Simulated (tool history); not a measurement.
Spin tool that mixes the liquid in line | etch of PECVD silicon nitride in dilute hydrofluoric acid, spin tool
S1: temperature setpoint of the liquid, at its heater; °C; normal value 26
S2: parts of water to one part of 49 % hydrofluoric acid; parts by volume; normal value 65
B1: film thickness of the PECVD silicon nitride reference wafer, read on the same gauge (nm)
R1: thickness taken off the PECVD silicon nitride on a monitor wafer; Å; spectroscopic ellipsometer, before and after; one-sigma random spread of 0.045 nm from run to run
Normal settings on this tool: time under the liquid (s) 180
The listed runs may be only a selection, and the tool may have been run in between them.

run 1 hour=0 | S1=26 S2=65 time_under_the_liquid_(s)=180 | B1=110.01 | R1=72.7
-- hour=3.8 hydrofluoric acid flow meter replaced
run 2 hour=103.8 | S1=26 S2=65 time_under_the_liquid_(s)=180 | B1=109.98 | R1=73.7
run 3 hour=412.3 | S1=26 S2=65 time_under_the_liquid_(s)=180 | B1=110.01 | R1=73.3
run 4 hour=462.1 | S1=26 S2=65 time_under_the_liquid_(s)=180 | B1=110 | R1=72.5
run 5 hour=545.9 | S1=26 S2=65 time_under_the_liquid_(s)=180 | B1=109.98 | R1=72.8
run 6 hour=605 | S1=26 S2=65 time_under_the_liquid_(s)=225 | B1=110 | R1=90.6
run 7 hour=653.7 | S1=26 S2=65 time_under_the_liquid_(s)=180 | B1=110 | R1=72.5
-- hour=717.5 hydrofluoric acid flow meter replaced
run 8 hour=724.6 | S1=23.5 S2=65 time_under_the_liquid_(s)=155 | B1=110.01 | R1=52.9
run 9 hour=787.7 | S1=23.5 S2=65 time_under_the_liquid_(s)=155 | B1=109.99 | R1=53.2
run 10 hour=864.8 | S1=26 S2=65 time_under_the_liquid_(s)=180 | B1=110 | R1=72.5
-- hour=904.5 thermometer replaced
run 11 hour=912.8 | S1=26 S2=65 time_under_the_liquid_(s)=180 | B1=110.01 | R1=75.6
run 12 hour=968.5 | S1=26 S2=65 time_under_the_liquid_(s)=130 | B1=110 | R1=54.3
run 13 hour=1054.1 | S1=26 S2=65 time_under_the_liquid_(s)=130 | B1=109.98 | R1=54.2
run 14 hour=1095.3 | S1=26 S2=65 time_under_the_liquid_(s)=180 | B1=109.99 | R1=75.5
run 15 hour=1176 | S1=26 S2=75 time_under_the_liquid_(s)=180 | B1=109.99 | R1=65.4
-- hour=1339.5 hydrofluoric acid flow meter replaced
-- hour=1413.6 gauge calibrated
run 16 hour=1462.4 | S1=29 S2=35 time_under_the_liquid_(s)=180 | B1=110.02 | R1=167.5
run 17 hour=1546.1 | S1=26 S2=50 time_under_the_liquid_(s)=180 | B1=109.99 | R1=96.2
run 18 hour=1594 | S1=21.5 S2=80 time_under_the_liquid_(s)=285 | B1=110 | R1=71
run 19 hour=1680 | S1=23.5 S2=45 time_under_the_liquid_(s)=225 | B1=109.99 | R1=112.2
run 20 hour=1785.8 | S1=23 S2=45 time_under_the_liquid_(s)=135 | B1=109.98 | R1=65
run 21 hour=1878.5 | S1=26 S2=65 time_under_the_liquid_(s)=180 | B1=110 | R1=74
run 22 hour=1976.7 | S1=26 S2=65 time_under_the_liquid_(s)=220 | B1=110 | R1=89.6
-- hour=2010.4 hydrofluoric acid flow meter replaced
run 23 hour=2047.8 | S1=26 S2=35 time_under_the_liquid_(s)=220 | B1=110 | R1=166.5
run 24 hour=2134.9 | S1=22 S2=85 time_under_the_liquid_(s)=180 | B1=109.99 | R1=43.3
run 25 hour=2201.3 | S1=23 S2=35 time_under_the_liquid_(s)=260 | B1=110.01 | R1=158.8
run 26 hour=2286.3 | S1=26 S2=65 time_under_the_liquid_(s)=180 | B1=110.01 | R1=73.7
run 27 hour=2379.9 | S1=26 S2=65 time_under_the_liquid_(s)=110 | B1=110.02 | R1=45.1
run 28 hour=2426.4 | S1=28.5 S2=95 time_under_the_liquid_(s)=100 | B1=110 | R1=32.6
run 29 hour=2466.7 | S1=21 S2=95 time_under_the_liquid_(s)=240 | B1=109.99 | R1=48.2
run 30 hour=2508.1 | S1=28.5 S2=65 time_under_the_liquid_(s)=180 | B1=109.98 | R1=86.4
run 31 hour=2557 | S1=29 S2=65 time_under_the_liquid_(s)=180 | B1=110.01 | R1=89.6

Selected run-to-run steps in R1, each split into two signed amounts: the part the tool would show with no hidden state at all (from settings, incoming material and random variation), and the remainder, which goes to the hidden state together with any gauge scatter not common to the measured and the hidden-state-free results:
Hidden state at play: liquid colder than its thermometer reads (K); hydrofluoric acid flow below the setpoint (%); gauge reads high (%).
Run 10 -> 11: thermometer replaced. R1 +3.1 Å: hidden state +3, all else +0.1.
Run 15 -> 16: S1 26 -> 29, S2 75 -> 35, hydrofluoric acid flow meter replaced, gauge calibrated. R1 +102.1 Å: hidden state -1.4, all else +103.5.
Run 23 -> 24: S1 26 -> 22, S2 35 -> 85, time under the liquid (s) 220 -> 180. R1 -123.2 Å: hidden state +2.7, all else -125.9.
Run 24 -> 25: S1 22 -> 23, S2 85 -> 35, time under the liquid (s) 180 -> 260. R1 +115.5 Å: hidden state -3, all else +118.5.
